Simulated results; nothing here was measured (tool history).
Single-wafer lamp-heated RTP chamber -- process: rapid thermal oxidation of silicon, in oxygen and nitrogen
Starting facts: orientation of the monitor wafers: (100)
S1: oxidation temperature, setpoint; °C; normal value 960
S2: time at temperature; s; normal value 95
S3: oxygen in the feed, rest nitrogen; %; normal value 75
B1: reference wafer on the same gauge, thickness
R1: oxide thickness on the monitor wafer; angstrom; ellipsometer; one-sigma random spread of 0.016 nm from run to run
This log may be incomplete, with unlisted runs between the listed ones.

run	hour	S1	S2	S3	B1	R1
1	0	945	95	75	5.783	51.4
2	34	945	95	75	5.772	51.75
3	65.4	945	95	75	5.776	51.89
4	128.2	960	95	75	5.781	57.89
# hour 180.2: pyrometer window cleaned and pyrometer calibrated
5	254.9	960	95	75	5.78	56.93
6	322.7	960	95	75	5.778	56.75
7	427.3	960	95	75	5.783	56.95
8	485.3	960	95	75	5.775	57.07
# hour 540.8: gauge calibrated
9	600.1	960	95	75	5.779	57.29
10	637.3	960	95	75	5.776	57.42
11	682.2	968	95	75	5.774	61.22
12	710.2	945	95	75	5.776	51.91
13	771.7	960	95	75	5.784	58.41
# hour 787.2: oxygen flow controller replaced
14	835.3	968	59	63	5.775	47.96
15	873.1	931	119	98	5.782	57.3
# hour 901: pyrometer window cleaned and pyrometer calibrated
16	929.6	960	95	75	5.773	56.77
17	993.8	933	138	90	5.773	57.68
18	1056.8	979	58	75	5.771	53.2
19	1116.3	974	95	75	5.778	63.42
20	1140.6	960	95	89	5.776	60.63
21	1205.1	948	95	75	5.779	52.16
22	1243.6	931	119	98	5.777	55.65

Some steps in R1 between neighbouring runs. How much of each would the tool show without its hidden state too (settings, what came in, random variation), and how much is left for the hidden state, with any gauge scatter that isn't in both results?
The tool's hidden condition here consists of: true wafer temperature minus pyrometer reading, K; deviation of the oxygen flow from its setpoint, %; gauge reads high (%).
Run 4 -> 5: pyrometer window cleaned and pyrometer calibrated. R1 -0.96 angstrom: hidden state -1.43, all else +0.47.
Run 13 -> 14: S1 960 -> 968, S2 95 -> 59, S3 75 -> 63, oxygen flow controller replaced. R1 -10.45 angstrom: hidden state -0.12, all else -10.33.
Run 15 -> 16: S1 931 -> 960, S2 119 -> 95, S3 98 -> 75, pyrometer window cleaned and pyrometer calibrated. R1 -0.53 angstrom: hidden state -1.94, all else +1.41.
Run 18 -> 19: S1 979 -> 974, S2 58 -> 95. R1 +10.22 angstrom: hidden state +0.17, all else +10.05.

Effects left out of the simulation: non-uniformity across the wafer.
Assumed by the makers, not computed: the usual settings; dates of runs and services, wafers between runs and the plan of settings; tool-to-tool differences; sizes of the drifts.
